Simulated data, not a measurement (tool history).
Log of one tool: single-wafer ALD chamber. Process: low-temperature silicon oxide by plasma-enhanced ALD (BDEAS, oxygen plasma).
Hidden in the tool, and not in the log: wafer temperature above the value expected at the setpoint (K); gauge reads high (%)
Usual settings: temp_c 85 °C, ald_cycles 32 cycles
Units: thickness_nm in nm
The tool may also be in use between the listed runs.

run   hour  temp_c  ald_cycles  wafers since the last listed run  hours since the last thermocouple change  hours since the gauge calibration  read-back reference wafer on the same gauge, thickness_nm  thickness_nm
  1      0      93          32                                 0                                     450.9                              219.3                                                       4.73         4.634
  2   14.7      93          32                               158                                     465.6                                234                                                      4.732         4.675
  3   41.1      88          32                               284                                       492                              260.4                                                      4.729         4.726
  4   65.1      88          32                               258                                       516                              284.4                                                       4.73         4.745
  5   96.3      88          32                               336                                     547.2                              315.6                                                      4.728         4.749
  6  109.3      85          30                               140                                     560.2                              328.6                                                      4.731         4.465
  7  132.1      85          32                               245                                       583                              351.4                                                      4.729         4.785
  8    152      85          32                               214                                     602.9                              371.3                                                      4.731         4.791
  9  165.5      89          32                               145                                     616.4                              384.8                                                      4.725         4.705
 10  191.9      89          32                               284                                     642.8                              411.2                                                      4.731         4.693
 11  228.2      74          28                               391                                     679.1                              447.5                                                      4.729         4.344
 12  242.6      74          28                               155                                     693.5                              461.9                                                      4.733         4.335
 13  288.6      85          32                               495                                     739.5                              507.9                                                      4.729         4.782
 14  310.3      85          32                               233                                     761.2                              529.6                                                      4.727         4.758
 15    323      85          32                               136                                     773.9                              542.3                                                      4.731         4.765
 16    356      85          32                               355                                     806.9                              575.3                                                       4.73         4.755
 17  377.4      85          32                               230                                     828.3                              596.7                                                       4.73         4.754
 18  408.2      85          32                               331                                     859.1                              627.5                                                      4.731         4.768
 19    431      85          32                               245                                     881.9                              650.3                                                      4.731         4.753
 20  450.9      85          32                               214                                     901.8                              670.2                                                      4.731         4.757
 21    485      85          32                               367                                     935.9                              704.3                                                      4.728         4.737
 22  510.8      76          32                               278                                     961.7                              730.1                                                      4.732         4.865
 23  535.4      93          32                               265                                     986.3                              754.7                                                      4.728         4.648
 24  564.9      85          32                               317                                    1015.8                              784.2                                                      4.728         4.758
 25  589.9      73          35                               269                                    1040.8                              809.2                                                      4.731         5.414
     593.7  -- gauge calibrated
     618.2  -- thermocouple changed; heater temperature recalibrated
 26  618.7      99          32                               224                                       0.5                                 25                                                      4.731         4.524
 27  644.3      85          32                               275                                      26.1                               50.6                                                      4.729         4.709
 28  672.4      85          32                               302                                      54.2                               78.7                                                      4.731         4.681
 29  686.6      85          34                               153                                      68.4                               92.9                                                      4.729         4.977
 30  698.7      85          32                               130                                      80.5                                105                                                      4.731         4.705
 31  711.2      99          35                               134                                        93                              117.5                                                      4.728         4.962
 32  725.2      93          29                               150                                       107                              131.5                                                      4.734          4.12
     742.1  -- thermocouple changed; heater temperature recalibrated, repeated, since the last time left the tool worse
 33  752.5      85          32                               207                                      10.4                              158.8                                                      4.733         4.815
 34  773.7      73          28                               228                                      31.6                                180                                                       4.73          4.35
 35    793      91          30                               207                                      50.9                              199.3                                                      4.728         4.443
 36    829      85          35                               387                                      86.9                              235.3                                                       4.73         5.251
 37  859.9      74          36                               332                                     117.8                              266.2                                                      4.729         5.622
 38  888.8      85          38                               311                                     146.7                              295.1                                                       4.73         5.729
 39  901.4      85          32                               135                                     159.3                              307.7                                                      4.733         4.815
 40  931.8      98          34                               327                                     189.7                              338.1                                                      4.735         4.862
 41  952.7      73          26                               225                                     210.6                                359                                                      4.732         4.087

5 ways to go on from here, each from the tool as it stands after run 41. What would each give?
  A  953.2      85          32                                 5                                     211.1                              359.5                                                          ?             ?
  B  953.2      75          30                                 5                                     211.1                              359.5                                                          ?             ?
  C  953.2      79          32                                 5                                     211.1                              359.5                                                          ?             ?
  D  953.2      71          28                                 5                                     211.1                              359.5                                                          ?             ?
  E  953.2      76          38                                 5                                     211.1                              359.5                                                          ?             ?

run  read-back reference wafer on the same gauge, thickness_nm  thickness_nm
  A                                                       4.73         4.797
  B                                                       4.73         4.644
  C                                                       4.73         4.891
  D                                                       4.73         4.389
  E                                                       4.73         5.863
Without the tool's hidden state the same runs would have given:
run  thickness_nm
  A          4.81
  B         4.656
  C         4.904
  D           4.4
  E         5.879
